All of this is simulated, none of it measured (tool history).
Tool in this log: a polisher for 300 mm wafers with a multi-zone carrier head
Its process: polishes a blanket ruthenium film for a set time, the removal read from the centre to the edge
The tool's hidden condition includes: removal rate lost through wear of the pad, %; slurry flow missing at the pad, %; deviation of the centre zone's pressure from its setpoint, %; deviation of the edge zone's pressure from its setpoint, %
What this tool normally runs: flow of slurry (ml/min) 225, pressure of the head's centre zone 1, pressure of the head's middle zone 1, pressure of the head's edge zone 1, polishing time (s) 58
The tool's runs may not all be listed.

run,hour,flow of slurry (ml/min),pressure of the head's centre zone,pressure of the head's middle zone,pressure of the head's edge zone,polishing time (s),wafers since the last listed run,wafers polished on this pad,hours since the slurry nozzle was cleaned,hours since the centre zone pressure was calibrated,hours since the edge zone pressure was calibrated,hours since the carrier head's membrane was replaced,"incoming thickness of the incoming film, nm",film removed at the wafer's centre (Å),film removed at mid-radius (Å),film removed at the wafer's edge (Å)
1,0,225,1,1,1,58,0,1601,155.9,404.1,618.4,1033,300.3,923,916,879
# hour 24: carrier head's membrane replaced by a new one
# hour 31.5: worn pad replaced by a new one
2,33,225,1,1,1,58,232,14,188.9,437.1,651.4,9,300.4,899,906,870
3,64.4,225,1,1,1,58,304,319,220.3,468.5,682.8,40.4,301,920,888,873
4,92.3,225,1,1,1,58,270,589,248.2,496.4,710.7,68.3,300.2,914,885,884
5,121.6,225,1,1,1,46,284,874,277.5,525.7,740,97.6,295.2,727,701,697
6,158.8,225,1,0.96,1.04,51,360,1234,314.7,562.9,777.2,134.8,298.1,791,751,782
7,175.7,225,1,1.04,1,73,163,1398,331.6,579.8,794.1,151.7,297.7,1153,1140,1097
# hour 229.7: worn pad replaced by a new one
8,261,165,1,0.95,0.94,58,788,303,416.9,665.1,879.4,237,295.9,802,780,788
9,294.9,225,1.04,1,1.12,47,328,631,450.8,699,913.3,270.9,296.5,743,692,728
# hour 303.8: centre zone pressure recalibrated
10,309.8,225,1,1,1,58,125,757,465.7,6,928.2,285.8,301.8,880,848,851
11,327,225,1.11,1.08,0.93,58,166,923,482.9,23.2,945.4,303,298.2,940,903,820
# hour 346.5: slurry nozzle cleaned
12,349.2,225,1,1,0.95,58,205,1129,2.7,45.4,967.6,325.2,304.8,935,914,872
13,367.7,150,1.11,1,1,58,179,1308,21.2,63.9,986.1,343.7,295.8,928,839,834
# hour 386.2: edge zone pressure recalibrated
14,397.8,225,1.08,0.96,0.96,65,272,1581,51.3,94,11.6,373.8,302.4,1096,996,974
15,409.9,225,1,1,1,58,117,1698,63.4,106.1,23.7,385.9,294.5,916,908,885
# hour 416.2: worn pad replaced by a new one
16,428.3,280,1,1,1.12,58,139,117,81.8,124.5,42.1,404.3,298.9,947,937,944
17,457.5,225,1,1,1,58,283,400,111,153.7,71.3,433.5,298.3,920,914,882
18,492.4,225,1,1,1.04,67,338,739,145.9,188.6,106.2,468.4,297.5,1059,1029,1028
19,508.7,225,1,1,1,43,158,897,162.2,204.9,122.5,484.7,295.5,686,676,655
20,527,200,1,1,1,46,177,1074,180.5,223.2,140.8,503,301.9,714,709,694
21,548.6,225,1,1,1,58,209,1284,202.1,244.8,162.4,524.6,306.5,920,905,872
22,574.8,275,1,0.89,1,58,254,1538,228.3,271,188.6,550.8,297.9,948,860,903
23,601.6,160,1,1,1,58,259,1798,255.1,297.8,215.4,577.6,301.3,853,828,837

3 ways to go on from here, each from the tool as it stands after run 23. What would each give?
A,602,225,1,1,1,58,3,1802,255.5,298.2,215.8,578,304.9,?,?,?
B,602,225,1,0.94,1,71,3,1802,255.5,298.2,215.8,578,304.9,?,?,?
C,602,225,1,1,1,48,3,1802,255.5,298.2,215.8,578,304.9,?,?,?

run,film removed at the wafer's centre (Å),film removed at mid-radius (Å),film removed at the wafer's edge (Å)
A,916,892,876
B,1121,1044,1073
C,758,738,725
With the hidden condition removed and each run's random variation left untouched, the same runs would have given:
run,film removed at the wafer's centre (Å),film removed at mid-radius (Å),film removed at the wafer's edge (Å)
A,936,909,888
B,1145,1064,1088
C,774,752,735
